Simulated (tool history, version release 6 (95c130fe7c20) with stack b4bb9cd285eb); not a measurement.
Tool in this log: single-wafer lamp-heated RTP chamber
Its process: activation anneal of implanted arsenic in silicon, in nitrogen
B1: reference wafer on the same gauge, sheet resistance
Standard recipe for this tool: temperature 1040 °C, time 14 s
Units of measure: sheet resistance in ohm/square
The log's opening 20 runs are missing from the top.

run 21 hour=269.2 | temperature=1067 time=14 | B1=134.78 | sheet_resistance=111.21
run 22 hour=286.6 | temperature=1040 time=14 | B1=134.99 | sheet_resistance=122.95
-- hour=303.4 pyrometer window cleaned and pyrometer calibrated
run 23 hour=303.9 | temperature=1059 time=12 | B1=135.09 | sheet_resistance=121.57
run 24 hour=314.6 | temperature=1015 time=20 | B1=134.89 | sheet_resistance=134.13
run 25 hour=326.6 | temperature=1019 time=16 | B1=134.78 | sheet_resistance=137.12
run 26 hour=334.6 | temperature=1060 time=20 | B1=134.93 | sheet_resistance=112.45
run 27 hour=346.2 | temperature=1040 time=14 | B1=135.02 | sheet_resistance=125.93
run 28 hour=359.8 | temperature=1012 time=19 | B1=134.96 | sheet_resistance=135.4
run 29 hour=366.6 | temperature=1023 time=6 | B1=135.13 | sheet_resistance=158.19
run 30 hour=382.6 | temperature=1054 time=10 | B1=134.82 | sheet_resistance=124.69
run 31 hour=392.3 | temperature=1040 time=14 | B1=135.05 | sheet_resistance=123.43
run 32 hour=435.4 | temperature=1040 time=14 | B1=135.1 | sheet_resistance=122.42
run 33 hour=452.3 | temperature=1012 time=8 | B1=135.06 | sheet_resistance=153.09
run 34 hour=460.1 | temperature=1026 time=9 | B1=135.12 | sheet_resistance=142.3
run 35 hour=475.1 | temperature=1030 time=14 | B1=135.04 | sheet_resistance=126.93
run 36 hour=493 | temperature=1040 time=14 | B1=134.97 | sheet_resistance=121.63
run 37 hour=502.7 | temperature=1040 time=14 | B1=134.63 | sheet_resistance=122.02
-- hour=544.8 pyrometer window cleaned and pyrometer calibrated
run 38 hour=545.3 | temperature=1040 time=20 | B1=134.9 | sheet_resistance=119.47

Forecast each of these 3 alternatives for the next run:
run A hour=545.7 | temperature=1040 time=14 | B1=? | sheet_resistance=?
run B hour=545.7 | temperature=1016 time=19 | B1=? | sheet_resistance=?
run C hour=545.7 | temperature=1051 time=16 | B1=? | sheet_resistance=?

run=A B1=135.08 sheet_resistance=124.84
run=B B1=135.08 sheet_resistance=132.41
run=C B1=135.08 sheet_resistance=117.07
What these runs would have given with no unlogged condition in the tool:
run=A sheet_resistance=128.12
run=B sheet_resistance=136.38
run=C sheet_resistance=119.54

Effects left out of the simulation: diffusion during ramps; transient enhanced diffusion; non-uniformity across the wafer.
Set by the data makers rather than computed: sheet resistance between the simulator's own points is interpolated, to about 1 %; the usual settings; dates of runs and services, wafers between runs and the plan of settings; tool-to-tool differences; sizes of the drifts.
